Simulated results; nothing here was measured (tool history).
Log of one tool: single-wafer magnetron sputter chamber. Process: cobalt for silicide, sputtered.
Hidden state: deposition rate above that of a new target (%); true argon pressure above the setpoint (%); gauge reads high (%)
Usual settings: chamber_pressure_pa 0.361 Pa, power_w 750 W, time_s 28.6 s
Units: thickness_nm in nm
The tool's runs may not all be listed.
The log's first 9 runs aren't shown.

run    hour  chamber_pressure_pa  power_w  time_s  wafers since the last listed run  wafers on the sputter target  hours since the last manometer calibration  hours since the magnet pack was replaced  hours since the gauge calibration  read-back reference wafer on the same gauge, thickness_nm  thickness_nm
 10   304.4                0.361      750    28.6                               764                          3600                                      2114.9                                    8965.5                             1278.8                                                     10.794        10.205
 11   340.0                0.361      750    28.6                              1080                          4680                                      2150.5                                    9001.1                             1314.4                                                     10.801        10.174
 12   354.6                0.361      750    28.6                               442                          5123                                      2165.1                                    9015.7                             1329.0                                                     10.797        10.147
 13   368.4                0.361      750    28.6                               418                          5541                                      2178.9                                    9029.5                             1342.8                                                     10.802        10.109
      426.1  -- gauge calibrated
      436.0  -- sputter target and shields replaced
 14   441.5                0.415      950    28.6                              1975                           168                                      2252.0                                    9102.6                               15.4                                                     10.803        11.896
 15   465.1                0.296      600    26.9                               715                           884                                      2275.6                                    9126.2                               39.0                                                     10.800         8.589
 16   481.3                0.361      750    26.3                               491                          1375                                      2291.8                                    9142.4                               55.2                                                     10.805         9.444
      498.9  -- magnet pack replaced
 17   499.4                0.361      750    28.6                               306                          1682                                      2309.9                                       0.5                               73.3                                                     10.800        10.328
 18   523.4                0.284      850    23.5                               728                          2410                                      2333.9                                      24.5                               97.3                                                     10.801         9.343
 19   542.2                0.486      750    31.5                               570                          2980                                      2352.7                                      43.3                              116.1                                                     10.797        10.971
 20   557.0                0.456      750    28.6                               449                          3429                                      2367.5                                      58.1                              130.9                                                     10.803        10.053
 21   590.3                0.309      950    26.3                              1010                          4439                                      2400.8                                      91.4                              164.2                                                     10.803        11.144
 22   607.4                0.361      750    28.6                               518                          4958                                      2417.9                                     108.5                              181.3                                                     10.803        10.186
 23   628.0                0.361      950    34.0                               624                          5583                                      2438.5                                     129.1                              201.9                                                     10.804        14.143
      650.0  -- sputter target and shields replaced
 24   659.8                0.465      650    33.2                               722                           296                                      2470.3                                     160.9                              233.7                                                     10.801        10.674
      685.3  -- capacitance manometer re-zeroed and calibrated
 25   691.3                0.262      550    25.4                               712                          1009                                         6.0                                     192.4                              265.2                                                     10.805         7.679
 26   712.8                0.361      750    28.6                               652                          1661                                        27.5                                     213.9                              286.7                                                     10.799        10.163
 27   741.9                0.440      900    24.3                               882                          2544                                        56.6                                     243.0                              315.8                                                     10.797         9.478
 28   777.7                0.361      750    28.6                              1086                          3630                                        92.4                                     278.8                              351.6                                                     10.799        10.101
 29   878.6                0.467      600    28.6                              3061                          6691                                       193.3                                     379.7                              452.5                                                     10.803         8.470
      911.0  -- sputter target and shields replaced
 30   941.5                0.361      750    28.6                              1665                           925                                       256.2                                     442.6                              515.4                                                     10.797        10.170
 31   964.6                0.361      750    28.6                               700                          1626                                       279.3                                     465.7                              538.5                                                     10.800        10.178
 32   991.1                0.240      900    28.6                               803                          2430                                       305.8                                     492.2                              565.0                                                     10.799        11.825
 33  1004.5                0.225      750    33.6                               406                          2837                                       319.2                                     505.6                              578.4                                                     10.805        12.375
 34  1019.8                0.460      650    33.8                               464                          3301                                       334.5                                     520.9                              593.7                                                     10.802        10.672

Forecast each of these 5 alternatives for the next run:
  A  1020.2                0.247      750    28.6                                12                          3313                                       334.9                                     521.3                              594.1                                                          ?             ?
  B  1020.2                0.361      600    25.9                                12                          3313                                       334.9                                     521.3                              594.1                                                          ?             ?
  C  1020.2                0.287      750    28.6                                12                          3313                                       334.9                                     521.3                              594.1                                                          ?             ?
  D  1020.2                0.361      750    33.6                                12                          3313                                       334.9                                     521.3                              594.1                                                          ?             ?
  E  1020.2                0.321      900    28.6                                12                          3313                                       334.9                                     521.3                              594.1                                                          ?             ?

run  read-back reference wafer on the same gauge, thickness_nm  thickness_nm
  A                                                     10.801        10.441
  B                                                     10.801         8.008
  C                                                     10.801        10.328
  D                                                     10.801        11.894
  E                                                     10.801        11.529
Without the tool's hidden state the same runs would have given:
run  thickness_nm
  A        10.488
  B         8.039
  C        10.372
  D        11.940
  E        11.576
